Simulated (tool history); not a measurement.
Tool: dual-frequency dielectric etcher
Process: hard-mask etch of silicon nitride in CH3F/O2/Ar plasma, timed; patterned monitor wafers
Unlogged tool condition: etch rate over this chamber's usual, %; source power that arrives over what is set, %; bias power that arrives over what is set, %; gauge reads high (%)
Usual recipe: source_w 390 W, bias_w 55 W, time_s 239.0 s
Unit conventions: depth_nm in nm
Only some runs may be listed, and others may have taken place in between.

run	day	source_w	bias_w	time_s	wafers since the last listed run	hours since the last wet clean	hours since the last source power generator calibration	hours since the last bias power generator calibration	hours since the last upper electrode change	hours since the gauge calibration	read-back reference wafer on the same gauge, depth_nm	depth_nm
1	0.000	320	55	239.0	0	199.7	2879.7	3056.1	4369.6	604.7	186.0	139.3
2	1.088	390	55	239.0	104	225.8	2905.8	3082.2	4395.7	630.8	186.0	153.7
3	2.258	390	55	239.0	113	253.9	2933.9	3110.3	4423.8	658.9	185.9	153.6
4	2.838	390	55	239.0	55	267.8	2947.8	3124.2	4437.7	672.8	185.8	153.8
5	4.262	390	55	239.0	137	302.0	2982.0	3158.4	4471.9	707.0	185.9	154.1
6	5.888	390	55	239.0	156	341.0	3021.0	3197.4	4510.9	746.0	186.0	153.9
7	7.071	390	55	239.0	114	369.4	3049.4	3225.8	4539.3	774.4	186.0	153.8
8	8.200	390	55	239.0	109	396.5	3076.5	3252.9	4566.4	801.5	186.0	154.1
9	9.212	320	44	239.0	97	420.8	3100.8	3277.2	4590.7	825.8	186.0	128.0
# day 9.612: source power generator calibrated
10	11.796	320	44	239.0	233	482.8	52.4	3339.2	4652.7	887.8	186.0	127.6
11	12.858	390	48	264.5	102	508.3	77.9	3364.7	4678.2	913.3	185.9	161.4
12	14.004	390	55	239.0	110	535.8	105.4	3392.2	4705.7	940.8	185.8	152.2
# day 15.154: wet clean of the chamber
13	15.183	390	55	239.0	17	0.7	133.7	3420.5	4734.0	969.1	185.9	154.8
# day 15.350: gauge calibrated
14	16.371	390	47	239.0	114	29.2	162.2	3449.0	4762.5	24.5	186.2	147.1
15	17.421	360	46	197.0	101	54.4	187.4	3474.2	4787.7	49.7	185.9	116.1
16	18.229	360	68	183.0	78	73.8	206.8	3493.6	4807.1	69.1	186.0	123.5
17	21.121	300	44	177.5	279	143.2	276.2	3563.0	4876.5	138.5	185.9	92.5
# day 21.708: bias power generator calibrated
# day 22.446: upper electrode replaced
18	22.467	350	63	257.5	42	175.5	308.5	18.2	0.5	170.8	186.0	164.5
19	22.854	390	55	239.0	37	184.8	317.8	27.5	9.8	180.1	186.0	154.5
20	24.679	450	55	239.0	176	228.6	361.6	71.3	53.6	223.9	186.0	166.1
21	25.404	460	65	213.0	69	246.0	379.0	88.7	71.0	241.3	186.0	158.5
22	26.358	330	55	207.0	92	268.9	401.9	111.6	93.9	264.2	186.0	123.0
23	27.817	440	48	239.0	140	303.9	436.9	146.6	128.9	299.2	185.9	156.3
24	29.071	320	55	239.0	121	334.0	467.0	176.7	159.0	329.3	185.9	139.0
25	29.950	390	55	239.0	84	355.1	488.1	197.8	180.1	350.4	186.0	153.3
26	31.371	450	49	239.0	137	389.2	522.2	231.9	214.2	384.5	186.0	158.2
27	32.642	390	50	239.0	122	419.7	552.7	262.4	244.7	415.0	186.0	148.0
28	33.783	390	65	239.0	110	447.1	580.1	289.8	272.1	442.4	185.9	162.0
29	35.000	440	69	299.0	117	476.3	609.3	319.0	301.3	471.6	186.0	220.6

Give the tool's hidden conditions for every run:
source power that arrives over what is set, %: 0 on each run
bias power that arrives over what is set, %: 0 on each run
gauge reads high (%): 0 on each run
H1: etch rate over this chamber's usual, %
run	H1
1	-0.696
2	-0.772
3	-0.854
4	-0.894
5	-0.993
6	-1.11
7	-1.19
8	-1.27
9	-1.34
10	-1.52
11	-1.59
12	-1.67
13	-0.0447
14	-0.127
15	-0.201
16	-0.257
17	-0.459
18	-0.553
19	-0.58
20	-0.707
21	-0.758
22	-0.824
23	-0.926
24	-1.01
25	-1.07
26	-1.17
27	-1.26
28	-1.34
29	-1.43

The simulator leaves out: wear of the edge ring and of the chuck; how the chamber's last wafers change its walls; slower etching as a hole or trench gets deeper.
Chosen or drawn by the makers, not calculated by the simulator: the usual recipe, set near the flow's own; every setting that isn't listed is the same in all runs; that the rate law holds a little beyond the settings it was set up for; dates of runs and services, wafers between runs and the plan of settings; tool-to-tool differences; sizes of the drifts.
